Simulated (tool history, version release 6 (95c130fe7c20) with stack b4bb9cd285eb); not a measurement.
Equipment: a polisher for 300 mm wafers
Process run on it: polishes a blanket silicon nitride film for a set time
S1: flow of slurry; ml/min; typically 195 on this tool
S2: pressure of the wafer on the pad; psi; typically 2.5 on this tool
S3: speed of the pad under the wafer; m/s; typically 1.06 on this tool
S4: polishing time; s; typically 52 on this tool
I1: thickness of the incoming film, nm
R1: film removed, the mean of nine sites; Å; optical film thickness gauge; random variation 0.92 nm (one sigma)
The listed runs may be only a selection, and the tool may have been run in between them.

Run 1, hour 0: usual settings; I1 750.7. Result: R1 767 Å.
Run 2, hour 26.6: usual settings; I1 735.4. Result: R1 762 Å.
Run 3, hour 57.9: usual settings; I1 736.6. Result: R1 775 Å.
Run 4, hour 70.4: usual settings; I1 744.8. Result: R1 767 Å.
At hour 100.9: worn pad replaced by a new one.
Run 5, hour 101.4: usual settings; I1 733.5. Result: R1 787 Å.
Run 6, hour 125.5: usual settings; I1 730.9. Result: R1 777 Å.
Run 7, hour 143.6: usual settings but S3 0.76 m/s; I1 741. Result: R1 587 Å.
Run 8, hour 162.7: usual settings but S3 0.76 m/s; I1 741.2. Result: R1 595 Å.
Run 9, hour 183.1: usual settings but S3 0.76 m/s; I1 737.1. Result: R1 608 Å.
Run 10, hour 203.7: usual settings but S2 3.2 psi; I1 731.5. Result: R1 944 Å.
At hour 231.7: slurry nozzle cleaned.
At hour 235.7: worn pad replaced by a new one.
Run 11, hour 237.5: usual settings but S2 3.2 psi; I1 747.4. Result: R1 1057 Å.
Run 12, hour 255.6: usual settings; I1 745.7. Result: R1 858 Å.
Run 13, hour 283.3: usual settings; I1 735.6. Result: R1 840 Å.

Run 14, settings as shown, results not yet in. Your forecast:
Run 14, hour 306.7: usual settings; I1 752.9. Result: R1 ?.

Run 14 yielded R1 847 Å.
Were there no unlogged condition in the tool, this run, its random variation unchanged, would have produced R1 789 Å.
